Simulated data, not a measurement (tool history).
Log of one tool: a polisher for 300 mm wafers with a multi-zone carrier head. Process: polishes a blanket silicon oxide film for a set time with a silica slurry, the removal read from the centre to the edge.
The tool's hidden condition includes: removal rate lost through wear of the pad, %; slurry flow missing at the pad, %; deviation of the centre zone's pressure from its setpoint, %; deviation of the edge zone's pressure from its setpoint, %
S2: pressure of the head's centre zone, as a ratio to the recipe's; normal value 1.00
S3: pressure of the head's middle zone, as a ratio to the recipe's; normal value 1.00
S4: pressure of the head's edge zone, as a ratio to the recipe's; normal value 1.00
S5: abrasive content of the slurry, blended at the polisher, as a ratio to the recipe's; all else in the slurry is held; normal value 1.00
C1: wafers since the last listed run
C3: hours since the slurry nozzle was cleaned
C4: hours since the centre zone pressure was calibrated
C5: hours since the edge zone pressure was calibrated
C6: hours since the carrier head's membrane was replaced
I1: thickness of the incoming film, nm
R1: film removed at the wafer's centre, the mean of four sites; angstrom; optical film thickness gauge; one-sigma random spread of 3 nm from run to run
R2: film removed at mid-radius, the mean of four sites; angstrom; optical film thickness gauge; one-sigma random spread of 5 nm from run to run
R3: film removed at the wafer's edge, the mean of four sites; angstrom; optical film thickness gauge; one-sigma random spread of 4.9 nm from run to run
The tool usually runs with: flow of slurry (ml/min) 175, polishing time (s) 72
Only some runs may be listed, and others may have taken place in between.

run 1 hour=0.0 | flow_of_slurry_(ml/min)=175 S2=1.03 S3=1.00 S4=1.00 S5=1.00 polishing_time_(s)=72 | C1=0 wafers_polished_on_this_pad=1688 C3=211.6 C4=743.4 C5=1219.5 C6=473.2 | I1=1676.5 | R1=3406 R2=3299 R3=3289
-- hour=17.1 worn pad replaced by a new one
run 2 hour=23.4 | flow_of_slurry_(ml/min)=175 S2=1.00 S3=1.00 S4=1.00 S5=1.00 polishing_time_(s)=72 | C1=244 wafers_polished_on_this_pad=78 C3=235.0 C4=766.8 C5=1242.9 C6=496.6 | I1=1702.4 | R1=3330 R2=3273 R3=3197
-- hour=41.0 slurry nozzle cleaned
run 3 hour=47.9 | flow_of_slurry_(ml/min)=175 S2=1.00 S3=1.00 S4=1.00 S5=1.00 polishing_time_(s)=72 | C1=296 wafers_polished_on_this_pad=375 C3=6.9 C4=791.3 C5=1267.4 C6=521.1 | I1=1665.0 | R1=3149 R2=3211 R3=3156
-- hour=56.5 carrier head's membrane replaced by a new one
-- hour=65.1 centre zone pressure recalibrated
run 4 hour=82.0 | flow_of_slurry_(ml/min)=175 S2=1.00 S3=1.00 S4=1.00 S5=1.00 polishing_time_(s)=72 | C1=341 wafers_polished_on_this_pad=716 C3=41.0 C4=16.9 C5=1301.5 C6=25.5 | I1=1666.0 | R1=3101 R2=2972 R3=3133
run 5 hour=106.3 | flow_of_slurry_(ml/min)=175 S2=1.00 S3=1.00 S4=1.00 S5=1.00 polishing_time_(s)=72 | C1=306 wafers_polished_on_this_pad=1023 C3=65.3 C4=41.2 C5=1325.8 C6=49.8 | I1=1712.3 | R1=3028 R2=2909 R3=3128
run 6 hour=139.0 | flow_of_slurry_(ml/min)=175 S2=1.00 S3=1.00 S4=1.00 S5=1.00 polishing_time_(s)=72 | C1=412 wafers_polished_on_this_pad=1435 C3=98.0 C4=73.9 C5=1358.5 C6=82.5 | I1=1669.6 | R1=3003 R2=2974 R3=3036
-- hour=146.2 worn pad replaced by a new one
-- hour=148.1 slurry nozzle cleaned, repeated, since the last time left the tool worse
run 7 hour=155.9 | flow_of_slurry_(ml/min)=175 S2=1.00 S3=0.89 S4=0.94 S5=1.00 polishing_time_(s)=72 | C1=150 wafers_polished_on_this_pad=109 C3=7.8 C4=90.8 C5=1375.4 C6=99.4 | I1=1665.8 | R1=3452 R2=3087 R3=3273
run 8 hour=189.5 | flow_of_slurry_(ml/min)=175 S2=1.00 S3=1.00 S4=1.00 S5=1.20 polishing_time_(s)=63 | C1=423 wafers_polished_on_this_pad=533 C3=41.4 C4=124.4 C5=1409.0 C6=133.0 | I1=1702.9 | R1=3127 R2=3187 R3=3083
run 9 hour=204.5 | flow_of_slurry_(ml/min)=130 S2=1.08 S3=1.00 S4=1.00 S5=1.00 polishing_time_(s)=85 | C1=189 wafers_polished_on_this_pad=722 C3=56.4 C4=139.4 C5=1424.0 C6=148.0 | I1=1703.0 | R1=4128 R2=3720 R3=3884
-- hour=221.4 edge zone pressure recalibrated
run 10 hour=233.7 | flow_of_slurry_(ml/min)=140 S2=1.00 S3=1.00 S4=1.00 S5=1.00 polishing_time_(s)=72 | C1=342 wafers_polished_on_this_pad=1065 C3=85.6 C4=168.6 C5=12.3 C6=177.2 | I1=1710.4 | R1=3185 R2=3189 R3=3212
run 11 hour=249.2 | flow_of_slurry_(ml/min)=175 S2=0.95 S3=1.00 S4=1.08 S5=0.75 polishing_time_(s)=79 | C1=195 wafers_polished_on_this_pad=1260 C3=101.1 C4=184.1 C5=27.8 C6=192.7 | I1=1682.6 | R1=3121 R2=3201 R3=3363
run 12 hour=269.5 | flow_of_slurry_(ml/min)=175 S2=1.00 S3=0.89 S4=0.94 S5=1.00 polishing_time_(s)=72 | C1=255 wafers_polished_on_this_pad=1516 C3=121.4 C4=204.4 C5=48.1 C6=213.0 | I1=1696.1 | R1=3358 R2=2932 R3=3252

Run 13 is up next; what results do you expect?
-- hour=288.0 worn pad replaced by a new one
run 13 hour=288.5 | flow_of_slurry_(ml/min)=175 S2=1.09 S3=1.00 S4=0.94 S5=1.00 polishing_time_(s)=72 | C1=189 wafers_polished_on_this_pad=5 C3=140.4 C4=223.4 C5=67.1 C6=232.0 | I1=1689.0 | R1=? R2=? R3=?

{"run 13": {"R1": 3663, "R2": 3293, "R3": 3333}}
Minus the tool's unlogged condition, the same run would have read R1 3803 angstrom, R2 3405 angstrom, R3 3415 angstrom.
